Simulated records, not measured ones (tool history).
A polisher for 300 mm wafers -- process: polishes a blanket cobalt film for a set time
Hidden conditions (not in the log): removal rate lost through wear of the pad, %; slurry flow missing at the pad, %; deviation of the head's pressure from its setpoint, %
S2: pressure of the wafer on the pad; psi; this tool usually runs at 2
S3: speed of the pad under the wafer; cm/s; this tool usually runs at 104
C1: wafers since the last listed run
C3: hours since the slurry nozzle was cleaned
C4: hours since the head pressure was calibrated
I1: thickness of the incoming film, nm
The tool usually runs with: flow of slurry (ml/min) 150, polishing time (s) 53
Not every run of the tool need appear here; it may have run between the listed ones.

{"run": 1, "hour": 0.0, "flow of slurry (ml/min)": 150, "S2": 2, "S3": 114, "polishing time (s)": 53, "C1": 0, "wafers polished on this pad": 769, "C3": 216.5, "C4": 912.8, "I1": 1261.6, "film removed (Å)": 3358}
{"hour": 47.8, "done": "worn pad replaced by a new one"}
{"run": 2, "hour": 69.5, "flow of slurry (ml/min)": 150, "S2": 2, "S3": 114, "polishing time (s)": 53, "C1": 1011, "wafers polished on this pad": 335, "C3": 286, "C4": 982.3, "I1": 1234, "film removed (Å)": 3358}
{"run": 3, "hour": 120.6, "flow of slurry (ml/min)": 150, "S2": 2, "S3": 114, "polishing time (s)": 53, "C1": 789, "wafers polished on this pad": 1124, "C3": 337.1, "C4": 1033.4, "I1": 1235.2, "film removed (Å)": 3311}
{"run": 4, "hour": 149.4, "flow of slurry (ml/min)": 150, "S2": 2, "S3": 94, "polishing time (s)": 46, "C1": 444, "wafers polished on this pad": 1569, "C3": 365.9, "C4": 1062.2, "I1": 1255.9, "film removed (Å)": 2433}
{"hour": 177.0, "done": "worn pad replaced by a new one"}
{"run": 5, "hour": 203.8, "flow of slurry (ml/min)": 150, "S2": 2, "S3": 94, "polishing time (s)": 46, "C1": 778, "wafers polished on this pad": 413, "C3": 420.3, "C4": 1116.6, "I1": 1237.8, "film removed (Å)": 2330}
{"run": 6, "hour": 232.4, "flow of slurry (ml/min)": 150, "S2": 2, "S3": 94, "polishing time (s)": 46, "C1": 441, "wafers polished on this pad": 854, "C3": 448.9, "C4": 1145.2, "I1": 1268.4, "film removed (Å)": 2347}
{"run": 7, "hour": 289.8, "flow of slurry (ml/min)": 150, "S2": 2, "S3": 104, "polishing time (s)": 53, "C1": 886, "wafers polished on this pad": 1741, "C3": 506.3, "C4": 1202.6, "I1": 1262.4, "film removed (Å)": 3031}
{"hour": 300.7, "done": "worn pad replaced by a new one"}
{"run": 8, "hour": 330.4, "flow of slurry (ml/min)": 150, "S2": 2.4, "S3": 104, "polishing time (s)": 67, "C1": 565, "wafers polished on this pad": 458, "C3": 546.9, "C4": 1243.2, "I1": 1241.4, "film removed (Å)": 4438}
{"run": 9, "hour": 379.0, "flow of slurry (ml/min)": 150, "S2": 2, "S3": 72, "polishing time (s)": 53, "C1": 750, "wafers polished on this pad": 1209, "C3": 595.5, "C4": 1291.8, "I1": 1271.4, "film removed (Å)": 2077}
{"run": 10, "hour": 404.7, "flow of slurry (ml/min)": 190, "S2": 1.6, "S3": 80, "polishing time (s)": 59, "C1": 396, "wafers polished on this pad": 1605, "C3": 621.2, "C4": 1317.5, "I1": 1261.3, "film removed (Å)": 2041}
{"hour": 408.4, "done": "slurry nozzle cleaned"}
{"hour": 428.6, "done": "worn pad replaced by a new one"}
{"hour": 439.8, "done": "head pressure recalibrated"}
{"run": 11, "hour": 455.3, "flow of slurry (ml/min)": 150, "S2": 2, "S3": 104, "polishing time (s)": 53, "C1": 673, "wafers polished on this pad": 381, "C3": 46.9, "C4": 15.5, "I1": 1248, "film removed (Å)": 3312}
{"run": 12, "hour": 491.7, "flow of slurry (ml/min)": 185, "S2": 2, "S3": 82, "polishing time (s)": 39, "C1": 562, "wafers polished on this pad": 943, "C3": 83.3, "C4": 51.9, "I1": 1250.1, "film removed (Å)": 1991}
{"run": 13, "hour": 533.1, "flow of slurry (ml/min)": 150, "S2": 2, "S3": 104, "polishing time (s)": 53, "C1": 639, "wafers polished on this pad": 1582, "C3": 124.7, "C4": 93.3, "I1": 1274.1, "film removed (Å)": 3324}
{"hour": 538.1, "done": "worn pad replaced by a new one"}
{"run": 14, "hour": 573.8, "flow of slurry (ml/min)": 150, "S2": 2.2, "S3": 116, "polishing time (s)": 64, "C1": 566, "wafers polished on this pad": 551, "C3": 165.4, "C4": 134, "I1": 1254.5, "film removed (Å)": 4850}

Predict each of these 4 candidate next runs independently; none follows another, all start after run 14:
{"run": "A", "hour": 574.2, "flow of slurry (ml/min)": 150, "S2": 2, "S3": 104, "polishing time (s)": 53, "C1": 6, "wafers polished on this pad": 557, "C3": 165.8, "C4": 134.4, "I1": 1280, "film removed (Å)": "?"}
{"run": "B", "hour": 574.2, "flow of slurry (ml/min)": 150, "S2": 2, "S3": 72, "polishing time (s)": 38, "C1": 6, "wafers polished on this pad": 557, "C3": 165.8, "C4": 134.4, "I1": 1280, "film removed (Å)": "?"}
{"run": "C", "hour": 574.2, "flow of slurry (ml/min)": 100, "S2": 2.3, "S3": 138, "polishing time (s)": 71, "C1": 6, "wafers polished on this pad": 557, "C3": 165.8, "C4": 134.4, "I1": 1280, "film removed (Å)": "?"}
{"run": "D", "hour": 574.2, "flow of slurry (ml/min)": 150, "S2": 2, "S3": 118, "polishing time (s)": 53, "C1": 6, "wafers polished on this pad": 557, "C3": 165.8, "C4": 134.4, "I1": 1280, "film removed (Å)": "?"}

run=A film_removed_(Å)=3369
run=B film_removed_(Å)=1672
run=C film_removed_(Å)=6528
run=D film_removed_(Å)=3823
With no hidden state in the tool, these same runs would have given:
run=A film_removed_(Å)=3391
run=B film_removed_(Å)=1683
run=C film_removed_(Å)=6570
run=D film_removed_(Å)=3847
